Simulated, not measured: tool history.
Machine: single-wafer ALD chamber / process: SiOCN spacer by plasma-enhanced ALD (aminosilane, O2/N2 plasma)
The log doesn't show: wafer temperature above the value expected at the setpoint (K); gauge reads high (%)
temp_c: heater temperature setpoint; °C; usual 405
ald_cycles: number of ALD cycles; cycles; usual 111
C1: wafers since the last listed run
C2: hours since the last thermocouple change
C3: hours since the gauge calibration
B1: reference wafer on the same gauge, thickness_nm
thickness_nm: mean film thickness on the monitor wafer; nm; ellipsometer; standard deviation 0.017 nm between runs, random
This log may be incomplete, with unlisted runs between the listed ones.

run 1 hour=0 | temp_c=405 ald_cycles=111 | C1=0 C2=1102.7 C3=493.1 | B1=5.552 | thickness_nm=6.776
run 2 hour=47.4 | temp_c=405 ald_cycles=111 | C1=78 C2=1150.1 C3=540.5 | B1=5.561 | thickness_nm=6.78
run 3 hour=82.8 | temp_c=405 ald_cycles=111 | C1=58 C2=1185.5 C3=575.9 | B1=5.557 | thickness_nm=6.776
run 4 hour=126.8 | temp_c=416 ald_cycles=111 | C1=72 C2=1229.5 C3=619.9 | B1=5.559 | thickness_nm=6.549
run 5 hour=195.4 | temp_c=416 ald_cycles=111 | C1=113 C2=1298.1 C3=688.5 | B1=5.562 | thickness_nm=6.57
run 6 hour=242 | temp_c=405 ald_cycles=111 | C1=76 C2=1344.7 C3=735.1 | B1=5.561 | thickness_nm=6.808
run 7 hour=293.9 | temp_c=405 ald_cycles=111 | C1=85 C2=1396.6 C3=787 | B1=5.565 | thickness_nm=6.79
run 8 hour=323.7 | temp_c=405 ald_cycles=111 | C1=49 C2=1426.4 C3=816.8 | B1=5.565 | thickness_nm=6.82
run 9 hour=384 | temp_c=405 ald_cycles=111 | C1=99 C2=1486.7 C3=877.1 | B1=5.563 | thickness_nm=6.814
run 10 hour=428.9 | temp_c=405 ald_cycles=111 | C1=73 C2=1531.6 C3=922 | B1=5.561 | thickness_nm=6.816
run 11 hour=498 | temp_c=405 ald_cycles=111 | C1=113 C2=1600.7 C3=991.1 | B1=5.563 | thickness_nm=6.767
run 12 hour=556.4 | temp_c=405 ald_cycles=111 | C1=96 C2=1659.1 C3=1049.5 | B1=5.564 | thickness_nm=6.8
run 13 hour=584.6 | temp_c=405 ald_cycles=111 | C1=46 C2=1687.3 C3=1077.7 | B1=5.563 | thickness_nm=6.806
run 14 hour=616 | temp_c=405 ald_cycles=111 | C1=51 C2=1718.7 C3=1109.1 | B1=5.556 | thickness_nm=6.784
run 15 hour=649.6 | temp_c=418 ald_cycles=94 | C1=55 C2=1752.3 C3=1142.7 | B1=5.555 | thickness_nm=5.543
run 16 hour=689.5 | temp_c=405 ald_cycles=129 | C1=65 C2=1792.2 C3=1182.6 | B1=5.559 | thickness_nm=7.908
-- hour=722 thermocouple changed; heater temperature recalibrated
run 17 hour=874.3 | temp_c=405 ald_cycles=111 | C1=291 C2=152.3 C3=1367.4 | B1=5.567 | thickness_nm=6.734
-- hour=915.1 gauge calibrated
run 18 hour=925.3 | temp_c=405 ald_cycles=111 | C1=84 C2=203.3 C3=10.2 | B1=5.559 | thickness_nm=6.74
run 19 hour=985.1 | temp_c=399 ald_cycles=100 | C1=98 C2=263.1 C3=70 | B1=5.558 | thickness_nm=6.131
run 20 hour=1050.1 | temp_c=405 ald_cycles=89 | C1=107 C2=328.1 C3=135 | B1=5.56 | thickness_nm=5.393
run 21 hour=1107.3 | temp_c=405 ald_cycles=111 | C1=94 C2=385.3 C3=192.2 | B1=5.56 | thickness_nm=6.717
run 22 hour=1177.6 | temp_c=394 ald_cycles=100 | C1=115 C2=455.6 C3=262.5 | B1=5.557 | thickness_nm=6.133
run 23 hour=1239.2 | temp_c=405 ald_cycles=89 | C1=101 C2=517.2 C3=324.1 | B1=5.556 | thickness_nm=5.399
run 24 hour=1298.7 | temp_c=400 ald_cycles=126 | C1=98 C2=576.7 C3=383.6 | B1=5.564 | thickness_nm=7.713
run 25 hour=1340 | temp_c=419 ald_cycles=104 | C1=68 C2=618 C3=424.9 | B1=5.562 | thickness_nm=6.028
run 26 hour=1382.4 | temp_c=412 ald_cycles=103 | C1=69 C2=660.4 C3=467.3 | B1=5.557 | thickness_nm=6.103

Alternative continuations, all from the tool just after run 26; predict every row:
run A hour=1383 | temp_c=405 ald_cycles=111 | C1=0 C2=661 C3=467.9 | B1=? | thickness_nm=?
run B hour=1383 | temp_c=411 ald_cycles=122 | C1=0 C2=661 C3=467.9 | B1=? | thickness_nm=?
run C hour=1383 | temp_c=415 ald_cycles=89 | C1=0 C2=661 C3=467.9 | B1=? | thickness_nm=?

run=A B1=5.567 thickness_nm=6.775
run=B B1=5.567 thickness_nm=7.292
run=C B1=5.567 thickness_nm=5.245
With no hidden state in the tool, these same runs would have given:
run=A thickness_nm=6.724
run=B thickness_nm=7.237
run=C thickness_nm=5.204
